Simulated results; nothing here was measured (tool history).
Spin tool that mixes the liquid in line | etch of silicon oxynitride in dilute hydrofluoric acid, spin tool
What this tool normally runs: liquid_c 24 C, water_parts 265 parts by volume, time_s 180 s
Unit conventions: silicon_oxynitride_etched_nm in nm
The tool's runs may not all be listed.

run   hour  liquid_c  water_parts  time_s  read-back film thickness of the silicon oxynitride reference wafer, read on the same gauge (nm)  silicon_oxynitride_etched_nm
  1      0        24          265     180                                                                                           30.035                         0.896
  2    6.7        24          265     180                                                                                           29.984                         0.864
  3   21.6        24          265     180                                                                                           29.995                         0.893
  4   34.9        24          265     180                                                                                           30.052                         0.879
  5   51.7        24          265     180                                                                                           30.011                         0.878
  6   66.2        24          265     180                                                                                           30.024                         0.882
  7   74.3        24          265     180                                                                                           29.981                         0.839
  8   88.7        24          265     180                                                                                           29.994                         0.847
  9  102.7        24          265     180                                                                                           29.966                         0.902
 10  111.9        24          265     180                                                                                            30.01                          0.88
 11  118.6      22.5          200     110                                                                                           30.008                         0.715
 12  132.2        22          265     255                                                                                           29.958                         1.112
 13  149.1      27.5          155      75                                                                                           30.013                         0.803
 14  159.8        24          265     180                                                                                           30.019                         0.799
 15  173.9      20.5          380     215                                                                                           30.013                         0.573
 16  188.5        24          265     180                                                                                           30.005                         0.926
 17  195.4        24          315     140                                                                                           29.999                         0.558
 18  212.3        24          265     270                                                                                            30.03                         1.382

Taken out of this log: 3 entries between the listed runs. Where each belongs, and how the hidden state differs across it:
In the gap between runs 5 and 6: gauge calibrated (hour 65)
  no hidden state differs between the two runs
In the gap between runs 12 and 13: thermometer replaced (hour 135.9); hydrofluoric acid flow meter replaced (hour 141.6)
  no hidden state differs between the two runs
